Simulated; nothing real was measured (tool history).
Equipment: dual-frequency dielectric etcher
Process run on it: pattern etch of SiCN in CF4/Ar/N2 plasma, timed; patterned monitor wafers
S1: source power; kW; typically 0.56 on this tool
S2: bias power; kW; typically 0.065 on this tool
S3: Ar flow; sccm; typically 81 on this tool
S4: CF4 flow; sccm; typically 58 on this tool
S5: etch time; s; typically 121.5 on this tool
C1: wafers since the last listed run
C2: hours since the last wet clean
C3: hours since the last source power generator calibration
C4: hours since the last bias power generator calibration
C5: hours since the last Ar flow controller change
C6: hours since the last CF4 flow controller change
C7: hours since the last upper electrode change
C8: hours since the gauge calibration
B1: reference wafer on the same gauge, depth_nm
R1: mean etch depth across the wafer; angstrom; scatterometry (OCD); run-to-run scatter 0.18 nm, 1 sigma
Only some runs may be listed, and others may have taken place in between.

Run 1, hour 0: usual settings; C1 0; C2 151.6; C3 2757.8; C4 3436.6; C5 6207.6; C6 2300.2; C7 5146.5; C8 122; B1 140. Result: R1 1191 angstrom.
Run 2, hour 27.1: usual settings; C1 318; C2 178.7; C3 2784.9; C4 3463.7; C5 6234.7; C6 2327.3; C7 5173.6; C8 149.1; B1 140. Result: R1 1199 angstrom.
Run 3, hour 41.1: usual settings; C1 164; C2 192.7; C3 2798.9; C4 3477.7; C5 6248.7; C6 2341.3; C7 5187.6; C8 163.1; B1 140. Result: R1 1196 angstrom.
Run 4, hour 67.8: usual settings but S1 0.64 kW, S2 0.071 kW; C1 313; C2 219.4; C3 2825.6; C4 3504.4; C5 6275.4; C6 2368; C7 5214.3; C8 189.8; B1 140. Result: R1 1353 angstrom.
Run 5, hour 90.6: usual settings but S1 0.64 kW, S2 0.071 kW; C1 267; C2 242.2; C3 2848.4; C4 3527.2; C5 6298.2; C6 2390.8; C7 5237.1; C8 212.6; B1 140. Result: R1 1355 angstrom.
Run 6, hour 110.7: usual settings but S1 0.64 kW, S2 0.071 kW; C1 236; C2 262.3; C3 2868.5; C4 3547.3; C5 6318.3; C6 2410.9; C7 5257.2; C8 232.7; B1 140. Result: R1 1358 angstrom.
Run 7, hour 125.4: usual settings; C1 172; C2 277; C3 2883.2; C4 3562; C5 6333; C6 2425.6; C7 5271.9; C8 247.4; B1 140. Result: R1 1198 angstrom.
Run 8, hour 155.9: usual settings; C1 358; C2 307.5; C3 2913.7; C4 3592.5; C5 6363.5; C6 2456.1; C7 5302.4; C8 277.9; B1 140. Result: R1 1204 angstrom.
At hour 198.2: upper electrode replaced.
Run 9, hour 198.7: usual settings; C1 220; C2 350.3; C3 2956.5; C4 3635.3; C5 6406.3; C6 2498.9; C7 0.5; C8 320.7; B1 140. Result: R1 1201 angstrom.
Run 10, hour 220.3: usual settings but S4 53 sccm; C1 253; C2 371.9; C3 2978.1; C4 3656.9; C5 6427.9; C6 2520.5; C7 22.1; C8 342.3; B1 140. Result: R1 1182 angstrom.
At hour 226.3: bias power generator calibrated.
Run 11, hour 233.6: usual settings; C1 109; C2 385.2; C3 2991.4; C4 7.3; C5 6441.2; C6 2533.8; C7 35.4; C8 355.6; B1 140. Result: R1 1202 angstrom.

What does the tool deliver on the next run?
Run 12, hour 245.7: usual settings but S1 0.6 kW, S4 52 sccm, S5 111 s; C1 142; C2 397.3; C3 3003.5; C4 19.4; C5 6453.3; C6 2545.9; C7 47.5; C8 367.7; B1 ?. Result: R1 ?.

B1: 140
R1: 1135 angstrom
On a tool with no hidden condition, and with the same random variation, this run would have come out at R1 1157 angstrom.
